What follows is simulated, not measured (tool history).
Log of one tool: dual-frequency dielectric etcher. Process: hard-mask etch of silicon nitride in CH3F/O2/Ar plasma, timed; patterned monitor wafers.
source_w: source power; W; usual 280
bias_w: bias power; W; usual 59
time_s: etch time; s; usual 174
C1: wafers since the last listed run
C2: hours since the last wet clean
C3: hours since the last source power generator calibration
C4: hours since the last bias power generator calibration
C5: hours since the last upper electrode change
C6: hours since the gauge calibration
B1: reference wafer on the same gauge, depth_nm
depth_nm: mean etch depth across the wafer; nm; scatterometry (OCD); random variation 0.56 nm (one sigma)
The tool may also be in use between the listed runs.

{"run": 1, "hour": 0.0, "source_w": 280, "bias_w": 49, "time_s": 134.5, "C1": 0, "C2": 651.6, "C3": 640.7, "C4": 2560.2, "C5": 3510.1, "C6": 936.7, "B1": 95.5, "depth_nm": 71.9}
{"run": 2, "hour": 76.8, "source_w": 280, "bias_w": 59, "time_s": 174, "C1": 366, "C2": 728.4, "C3": 717.5, "C4": 2637, "C5": 3586.9, "C6": 1013.5, "B1": 95.4, "depth_nm": 97.5}
{"hour": 107.9, "done": "wet clean of the chamber"}
{"run": 3, "hour": 181.8, "source_w": 280, "bias_w": 59, "time_s": 174, "C1": 386, "C2": 73.9, "C3": 822.5, "C4": 2742, "C5": 3691.9, "C6": 1118.5, "B1": 95.3, "depth_nm": 97.2}
{"run": 4, "hour": 289.4, "source_w": 280, "bias_w": 59, "time_s": 174, "C1": 513, "C2": 181.5, "C3": 930.1, "C4": 2849.6, "C5": 3799.5, "C6": 1226.1, "B1": 95.3, "depth_nm": 97.5}
{"run": 5, "hour": 358.0, "source_w": 280, "bias_w": 59, "time_s": 174, "C1": 327, "C2": 250.1, "C3": 998.7, "C4": 2918.2, "C5": 3868.1, "C6": 1294.7, "B1": 95.4, "depth_nm": 96.9}
{"hour": 421.8, "done": "upper electrode replaced"}
{"run": 6, "hour": 422.4, "source_w": 280, "bias_w": 59, "time_s": 174, "C1": 192, "C2": 314.5, "C3": 1063.1, "C4": 2982.6, "C5": 0.6, "C6": 1359.1, "B1": 95.1, "depth_nm": 97.5}
{"run": 7, "hour": 486.3, "source_w": 280, "bias_w": 59, "time_s": 174, "C1": 305, "C2": 378.4, "C3": 1127, "C4": 3046.5, "C5": 64.5, "C6": 1423, "B1": 95.1, "depth_nm": 96.8}
{"run": 8, "hour": 551.2, "source_w": 330, "bias_w": 65, "time_s": 187.5, "C1": 309, "C2": 443.3, "C3": 1191.9, "C4": 3111.4, "C5": 129.4, "C6": 1487.9, "B1": 94.8, "depth_nm": 113.2}
{"run": 9, "hour": 599.2, "source_w": 260, "bias_w": 50, "time_s": 199, "C1": 229, "C2": 491.3, "C3": 1239.9, "C4": 3159.4, "C5": 177.4, "C6": 1535.9, "B1": 94.9, "depth_nm": 103.7}
{"hour": 785.1, "done": "bias power generator calibrated"}
{"run": 10, "hour": 915.3, "source_w": 280, "bias_w": 44, "time_s": 161, "C1": 1490, "C2": 807.4, "C3": 1556, "C4": 130.2, "C5": 493.5, "C6": 1852, "B1": 94.4, "depth_nm": 82.6}
{"hour": 950.1, "done": "wet clean of the chamber"}
{"run": 11, "hour": 986.0, "source_w": 280, "bias_w": 59, "time_s": 174, "C1": 222, "C2": 35.9, "C3": 1626.7, "C4": 200.9, "C5": 564.2, "C6": 1922.7, "B1": 94.3, "depth_nm": 95.8}
{"hour": 1186.6, "done": "gauge calibrated"}
{"run": 12, "hour": 1223.8, "source_w": 330, "bias_w": 72, "time_s": 174, "C1": 1135, "C2": 273.7, "C3": 1864.5, "C4": 438.7, "C5": 802, "C6": 37.2, "B1": 97.2, "depth_nm": 110.5}
{"run": 13, "hour": 1261.7, "source_w": 330, "bias_w": 59, "time_s": 174, "C1": 180, "C2": 311.6, "C3": 1902.4, "C4": 476.6, "C5": 839.9, "C6": 75.1, "B1": 97, "depth_nm": 104.8}
{"run": 14, "hour": 1367.3, "source_w": 350, "bias_w": 44, "time_s": 174, "C1": 504, "C2": 417.2, "C3": 2008, "C4": 582.2, "C5": 945.5, "C6": 180.7, "B1": 97.1, "depth_nm": 101.2}
{"run": 15, "hour": 1462.3, "source_w": 320, "bias_w": 47, "time_s": 174, "C1": 453, "C2": 512.2, "C3": 2103, "C4": 677.2, "C5": 1040.5, "C6": 275.7, "B1": 97.1, "depth_nm": 98.7}
{"hour": 1493.7, "done": "source power generator calibrated"}
{"run": 16, "hour": 1545.9, "source_w": 340, "bias_w": 59, "time_s": 174, "C1": 380, "C2": 595.8, "C3": 52.2, "C4": 760.8, "C5": 1124.1, "C6": 359.3, "B1": 96.8, "depth_nm": 106.3}
{"run": 17, "hour": 1644.3, "source_w": 280, "bias_w": 55, "time_s": 174, "C1": 469, "C2": 694.2, "C3": 150.6, "C4": 859.2, "C5": 1222.5, "C6": 457.7, "B1": 96.7, "depth_nm": 97.3}
{"hour": 1670.7, "done": "wet clean of the chamber"}
{"run": 18, "hour": 1705.4, "source_w": 280, "bias_w": 59, "time_s": 174, "C1": 177, "C2": 34.7, "C3": 211.7, "C4": 920.3, "C5": 1283.6, "C6": 518.8, "B1": 96.9, "depth_nm": 99.7}
{"run": 19, "hour": 1782.0, "source_w": 280, "bias_w": 59, "time_s": 135, "C1": 365, "C2": 111.3, "C3": 288.3, "C4": 996.9, "C5": 1360.2, "C6": 595.4, "B1": 96.6, "depth_nm": 76.7}
{"run": 20, "hour": 1889.8, "source_w": 280, "bias_w": 74, "time_s": 174, "C1": 514, "C2": 219.1, "C3": 396.1, "C4": 1104.7, "C5": 1468, "C6": 703.2, "B1": 96.5, "depth_nm": 105.7}
{"run": 21, "hour": 2088.4, "source_w": 340, "bias_w": 59, "time_s": 208.5, "C1": 948, "C2": 417.7, "C3": 594.7, "C4": 1303.3, "C5": 1666.6, "C6": 901.8, "B1": 96.2, "depth_nm": 126}
{"run": 22, "hour": 2181.9, "source_w": 280, "bias_w": 59, "time_s": 174, "C1": 446, "C2": 511.2, "C3": 688.2, "C4": 1396.8, "C5": 1760.1, "C6": 995.3, "B1": 96.1, "depth_nm": 97.7}
{"run": 23, "hour": 2220.6, "source_w": 280, "bias_w": 59, "time_s": 174, "C1": 184, "C2": 549.9, "C3": 726.9, "C4": 1435.5, "C5": 1798.8, "C6": 1034, "B1": 96.2, "depth_nm": 97.8}
{"run": 24, "hour": 2310.4, "source_w": 240, "bias_w": 52, "time_s": 204.5, "C1": 428, "C2": 639.7, "C3": 816.7, "C4": 1525.3, "C5": 1888.6, "C6": 1123.8, "B1": 95.7, "depth_nm": 105.4}
{"run": 25, "hour": 2352.4, "source_w": 280, "bias_w": 59, "time_s": 174, "C1": 200, "C2": 681.7, "C3": 858.7, "C4": 1567.3, "C5": 1930.6, "C6": 1165.8, "B1": 95.7, "depth_nm": 97.5}
{"run": 26, "hour": 2391.1, "source_w": 280, "bias_w": 59, "time_s": 174, "C1": 184, "C2": 720.4, "C3": 897.4, "C4": 1606, "C5": 1969.3, "C6": 1204.5, "B1": 95.9, "depth_nm": 97.8}
{"hour": 2456.6, "done": "wet clean of the chamber"}
{"run": 27, "hour": 2478.4, "source_w": 340, "bias_w": 71, "time_s": 125, "C1": 302, "C2": 21.8, "C3": 984.7, "C4": 1693.3, "C5": 2056.6, "C6": 1291.8, "B1": 95.4, "depth_nm": 79.5}
{"run": 28, "hour": 2552.7, "source_w": 330, "bias_w": 66, "time_s": 174, "C1": 354, "C2": 96.1, "C3": 1059, "C4": 1767.6, "C5": 2130.9, "C6": 1366.1, "B1": 95.6, "depth_nm": 105.9}
{"run": 29, "hour": 2635.8, "source_w": 280, "bias_w": 59, "time_s": 174, "C1": 396, "C2": 179.2, "C3": 1142.1, "C4": 1850.7, "C5": 2214, "C6": 1449.2, "B1": 95.5, "depth_nm": 97.9}

Here are 5 independent what-if runs from the current tool condition. What would each one return?
{"run": "A", "hour": 2636.3, "source_w": 280, "bias_w": 59, "time_s": 174, "C1": 2, "C2": 179.7, "C3": 1142.6, "C4": 1851.2, "C5": 2214.5, "C6": 1449.7, "B1": "?", "depth_nm": "?"}
{"run": "B", "hour": 2636.3, "source_w": 320, "bias_w": 71, "time_s": 174, "C1": 2, "C2": 179.7, "C3": 1142.6, "C4": 1851.2, "C5": 2214.5, "C6": 1449.7, "B1": "?", "depth_nm": "?"}
{"run": "C", "hour": 2636.3, "source_w": 340, "bias_w": 68, "time_s": 201, "C1": 2, "C2": 179.7, "C3": 1142.6, "C4": 1851.2, "C5": 2214.5, "C6": 1449.7, "B1": "?", "depth_nm": "?"}
{"run": "D", "hour": 2636.3, "source_w": 260, "bias_w": 67, "time_s": 145, "C1": 2, "C2": 179.7, "C3": 1142.6, "C4": 1851.2, "C5": 2214.5, "C6": 1449.7, "B1": "?", "depth_nm": "?"}
{"run": "E", "hour": 2636.3, "source_w": 220, "bias_w": 59, "time_s": 124, "C1": 2, "C2": 179.7, "C3": 1142.6, "C4": 1851.2, "C5": 2214.5, "C6": 1449.7, "B1": "?", "depth_nm": "?"}

run=A B1=95.6 depth_nm=97
run=B B1=95.6 depth_nm=107.1
run=C B1=95.6 depth_nm=124.9
run=D B1=95.6 depth_nm=81.5
run=E B1=95.6 depth_nm=63.5
Without the tool's hidden state the same runs would have given:
run=A depth_nm=98.3
run=B depth_nm=108.5
run=C depth_nm=126.6
run=D depth_nm=82.6
run=E depth_nm=64.3
